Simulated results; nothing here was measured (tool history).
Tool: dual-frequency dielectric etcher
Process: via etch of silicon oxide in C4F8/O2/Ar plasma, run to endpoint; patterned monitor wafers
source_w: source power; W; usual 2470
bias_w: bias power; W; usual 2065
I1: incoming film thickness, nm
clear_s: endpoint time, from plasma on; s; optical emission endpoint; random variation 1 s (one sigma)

run 1 day=0.000 | source_w=2940 bias_w=2065 | I1=948.3 | clear_s=165.4
run 2 day=4.208 | source_w=2470 bias_w=2065 | I1=964.4 | clear_s=180.7
run 3 day=6.388 | source_w=2470 bias_w=2065 | I1=961.2 | clear_s=179.3
run 4 day=8.400 | source_w=2470 bias_w=2065 | I1=954.5 | clear_s=177.0
run 5 day=10.892 | source_w=2470 bias_w=2065 | I1=951.5 | clear_s=177.8
-- day=12.333 upper electrode replaced, of another model than before
run 6 day=15.200 | source_w=2470 bias_w=2065 | I1=958.0 | clear_s=175.4
run 7 day=18.429 | source_w=2470 bias_w=2065 | I1=944.2 | clear_s=173.5
run 8 day=20.329 | source_w=2470 bias_w=2065 | I1=957.2 | clear_s=173.8
run 9 day=31.538 | source_w=2470 bias_w=2065 | I1=958.6 | clear_s=174.7
-- day=32.967 wet clean of the chamber
run 10 day=35.129 | source_w=2470 bias_w=2065 | I1=960.8 | clear_s=180.2
run 11 day=46.767 | source_w=2470 bias_w=2065 | I1=961.8 | clear_s=176.4
run 12 day=50.688 | source_w=2110 bias_w=1565 | I1=947.2 | clear_s=217.2
run 13 day=53.471 | source_w=2170 bias_w=2065 | I1=955.8 | clear_s=181.3
run 14 day=56.021 | source_w=2730 bias_w=1860 | I1=957.7 | clear_s=179.8
run 15 day=58.250 | source_w=2900 bias_w=2240 | I1=954.0 | clear_s=157.8
run 16 day=59.875 | source_w=2470 bias_w=2065 | I1=960.9 | clear_s=175.4
-- day=61.583 bias power generator calibrated
-- day=63.704 wet clean of the chamber
run 17 day=63.950 | source_w=2760 bias_w=2434 | I1=954.4 | clear_s=158.6
-- day=64.446 source power generator calibrated
run 18 day=65.825 | source_w=2470 bias_w=2065 | I1=947.5 | clear_s=177.5
run 19 day=67.421 | source_w=2470 bias_w=2065 | I1=952.3 | clear_s=179.2
run 20 day=69.454 | source_w=2830 bias_w=2432 | I1=947.6 | clear_s=154.5
run 21 day=71.992 | source_w=2930 bias_w=2383 | I1=950.0 | clear_s=155.0
run 22 day=74.346 | source_w=2470 bias_w=2065 | I1=956.5 | clear_s=178.8
run 23 day=77.150 | source_w=2470 bias_w=2065 | I1=948.7 | clear_s=176.9
run 24 day=79.862 | source_w=2470 bias_w=2065 | I1=954.8 | clear_s=176.2
run 25 day=87.796 | source_w=2020 bias_w=2445 | I1=951.3 | clear_s=168.1
run 26 day=90.108 | source_w=1930 bias_w=2460 | I1=947.4 | clear_s=168.7
run 27 day=91.750 | source_w=2470 bias_w=1922 | I1=956.0 | clear_s=178.8
-- day=93.812 wet clean of the chamber
run 28 day=94.008 | source_w=2270 bias_w=2368 | I1=948.7 | clear_s=169.8
run 29 day=97.600 | source_w=2470 bias_w=2065 | I1=959.2 | clear_s=179.6
run 30 day=100.579 | source_w=2890 bias_w=1631 | I1=946.7 | clear_s=193.1
run 31 day=102.192 | source_w=2840 bias_w=1646 | I1=955.2 | clear_s=193.3
run 32 day=104.704 | source_w=2940 bias_w=2255 | I1=954.6 | clear_s=159.5
run 33 day=108.508 | source_w=2470 bias_w=1550 | I1=954.2 | clear_s=208.2
run 34 day=110.942 | source_w=1980 bias_w=1549 | I1=958.1 | clear_s=223.2

Measured less the same run without the tool's hidden state. The same run-to-run variation is in both; the gauge's scatter may not be:
The hidden state here: etch rate over this chamber's usual, %; source power that arrives over what is set, %; bias power that arrives over what is set, %.
run=1 clear_s=+0.1
run=2 clear_s=-0.8
run=3 clear_s=-1.3
run=4 clear_s=-1.6
run=5 clear_s=-2.2
run=6 clear_s=-3.0
run=7 clear_s=-3.7
run=8 clear_s=-4.1
run=9 clear_s=-6.4
run=10 clear_s=-0.2
run=11 clear_s=-2.6
run=12 clear_s=-4.3
run=13 clear_s=-4.2
run=14 clear_s=-4.7
run=15 clear_s=-4.4
run=16 clear_s=-5.3
run=17 clear_s=-0.4
run=18 clear_s=-0.9
run=19 clear_s=-1.2
run=20 clear_s=-1.4
run=21 clear_s=-1.8
run=22 clear_s=-2.6
run=23 clear_s=-3.1
run=24 clear_s=-3.8
run=25 clear_s=-5.1
run=26 clear_s=-5.6
run=27 clear_s=-6.2
run=28 clear_s=-0.3
run=29 clear_s=-1.0
run=30 clear_s=-1.8
run=31 clear_s=-2.2
run=32 clear_s=-2.2
run=33 clear_s=-3.8
run=34 clear_s=-4.8
